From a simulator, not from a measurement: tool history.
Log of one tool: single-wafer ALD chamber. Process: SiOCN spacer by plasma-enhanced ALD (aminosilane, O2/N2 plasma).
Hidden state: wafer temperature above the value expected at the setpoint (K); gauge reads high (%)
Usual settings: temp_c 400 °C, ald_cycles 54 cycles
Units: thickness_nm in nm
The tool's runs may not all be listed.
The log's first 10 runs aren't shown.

| run | day | temp_c | ald_cycles | wafers since the last listed run | hours since the last thermocouple change | hours since the gauge calibration | read-back reference wafer on the same gauge, thickness_nm | thickness_nm |
|---|---|---|---|---|---|---|---|---|
| 11 | 20.25 | 411 | 61 | 164 | 2148.3 | 409.6 | 3.382 | 3.476 |
| 12 | 21.917 | 393 | 60 | 124 | 2188.3 | 449.6 | 3.384 | 3.635 |
| 13 | 24.383 | 393 | 60 | 184 | 2247.5 | 508.8 | 3.372 | 3.64 |
| 14 | 26.162 | 400 | 54 | 133 | 2290.2 | 551.5 | 3.381 | 3.231 |
| 15 | 27.829 | 395 | 54 | 124 | 2330.2 | 591.5 | 3.384 | 3.263 |
| 16 | 29.542 | 400 | 51 | 128 | 2371.3 | 632.6 | 3.379 | 3.02 |
| 17 | 31.596 | 400 | 51 | 153 | 2420.6 | 681.9 | 3.385 | 3.035 |
| 18 | 33.971 | 405 | 62 | 178 | 2477.6 | 738.9 | 3.377 | 3.627 |
| 19 | 36.929 | 405 | 62 | 221 | 2548.6 | 809.9 | 3.375 | 3.623 |
|  | 38.812 | thermocouple changed; heater temperature recalibrated |
| 20 | 39.004 | 400 | 54 | 130 | 4.6 | 859.7 | 3.376 | 3.276 |
| 21 | 40.867 | 400 | 54 | 139 | 49.3 | 904.4 | 3.381 | 3.25 |
| 22 | 43.804 | 400 | 54 | 220 | 119.8 | 974.9 | 3.378 | 3.244 |
| 23 | 44.871 | 393 | 50 | 79 | 145.4 | 1000.5 | 3.378 | 3.039 |
| 24 | 47.812 | 411 | 49 | 220 | 216 | 1071.1 | 3.38 | 2.864 |
| 25 | 49.742 | 388 | 51 | 144 | 262.3 | 1117.4 | 3.382 | 3.101 |
| 26 | 51.633 | 400 | 54 | 141 | 307.7 | 1162.8 | 3.373 | 3.273 |
| 27 | 54.025 | 413 | 64 | 179 | 365.1 | 1220.2 | 3.378 | 3.695 |
| 28 | 55.608 | 392 | 54 | 118 | 403.1 | 1258.2 | 3.379 | 3.262 |
| 29 | 58.258 | 400 | 50 | 198 | 466.7 | 1321.8 | 3.38 | 3.025 |
| 30 | 60.358 | 391 | 49 | 157 | 517.1 | 1372.2 | 3.384 | 2.975 |
| 31 | 61.638 | 415 | 54 | 95 | 547.8 | 1402.9 | 3.374 | 3.088 |
| 32 | 63.792 | 400 | 46 | 161 | 599.5 | 1454.6 | 3.384 | 2.779 |
| 33 | 65.704 | 400 | 51 | 143 | 645.4 | 1500.5 | 3.376 | 3.104 |
| 34 | 67.146 | 400 | 54 | 108 | 680 | 1535.1 | 3.375 | 3.272 |
| 35 | 70.067 | 395 | 61 | 218 | 750.1 | 1605.2 | 3.379 | 3.722 |

The next listed run, before its measurement:
| 36 | 72.388 | 409 | 43 | 173 | 805.8 | 1660.9 | ? | ? |

{"run 36": {"read-back reference wafer on the same gauge, thickness_nm": 3.379, "thickness_nm": 2.536}}
Without the tool's hidden state the same run would have given thickness_nm 2.549 nm.

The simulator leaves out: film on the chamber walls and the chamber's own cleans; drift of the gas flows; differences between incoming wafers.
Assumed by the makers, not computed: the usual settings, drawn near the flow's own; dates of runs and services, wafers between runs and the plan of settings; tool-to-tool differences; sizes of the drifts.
